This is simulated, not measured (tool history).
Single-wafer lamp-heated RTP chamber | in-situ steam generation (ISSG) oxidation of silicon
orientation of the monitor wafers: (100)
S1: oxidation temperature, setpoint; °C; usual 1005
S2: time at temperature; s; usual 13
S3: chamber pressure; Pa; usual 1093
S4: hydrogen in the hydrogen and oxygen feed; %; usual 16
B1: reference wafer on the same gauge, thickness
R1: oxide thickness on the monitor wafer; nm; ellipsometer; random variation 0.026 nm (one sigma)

run   hour    S1  S2    S3  S4     B1     R1
  1      0  1005  13  1093  16   5.18  4.611
  2   31.9  1005  16  1160  16   5.21  5.111
  3   61.6  1005  16  1160  16  5.215  5.156
  4   73.1  1005  13  1093  16  5.222  4.678
  5  107.9  1005  13  1093  16  5.229  4.667
  6  141.7  1005  13  1093  16  5.242  4.713
  7  164.7  1005  13  1093  16  5.237  4.744
  8  182.6  1005  13  1093  16  5.164  4.606
  9  206.9  1005  13  1093  16  5.151  4.649
 10  229.9  1005  13  1093  16  5.167  4.628
 11    287   990  17  1093  16  5.161  4.961
 12  301.8   994  13  1093  16  5.168  4.437
 13  332.5   998  11  1227  24   5.17   4.61
 14  356.3  1005  13  1093  16  5.183  4.598
 15    386  1005  17  1093  16   5.17  5.277
 16  418.7  1005  17  1027  16   5.19  5.274
 17  454.4  1005  13  1093  16  5.193  4.645
 18  477.2  1013  13  1093  11  5.214  4.389
 19  502.8  1005  13  1027  16  5.208  4.683
 20    527  1005  13  1093  16  5.209  4.683

Not shown: 7 entries that the log had between the listed runs. Between which runs, and how does the tool's hidden state differ before and after?
Between runs 2 and 3: pyrometer window cleaned and pyrometer calibrated (hour 61.1)
  gauge reads high (%): 0.812 -> 0.988
  measured less the result without the state, R1: +0.041 -> +0.05 nm
Between runs 7 and 8: gauge calibrated (hour 180.5)
  gauge reads high (%): 1.71 -> -0.0109
  measured less the result without the state, R1: +0.08 -> -0.001 nm
Between runs 8 and 9: pyrometer window cleaned and pyrometer calibrated (hour 202.8)
  gauge reads high (%): -0.0109 -> -0.00543
  measured less the result without the state, R1: -0.001 -> +0 nm
Between runs 9 and 10: hydrogen flow controller replaced (hour 229.4)
  gauge reads high (%): -0.00543 -> 0.00833
  measured less the result without the state, R1: +0 -> +0 nm
Between runs 13 and 14: pyrometer window cleaned and pyrometer calibrated (hour 355.8)
  gauge reads high (%): 0.171 -> 0.233
  measured less the result without the state, R1: +0.008 -> +0.011 nm
Between runs 14 and 15: pressure gauge zeroed (hour 385.5)
  gauge reads high (%): 0.233 -> 0.322
  measured less the result without the state, R1: +0.011 -> +0.017 nm
Between runs 19 and 20: pyrometer window cleaned and pyrometer calibrated (hour 526.5)
  gauge reads high (%): 0.808 -> 0.935
  measured less the result without the state, R1: +0.038 -> +0.043 nm

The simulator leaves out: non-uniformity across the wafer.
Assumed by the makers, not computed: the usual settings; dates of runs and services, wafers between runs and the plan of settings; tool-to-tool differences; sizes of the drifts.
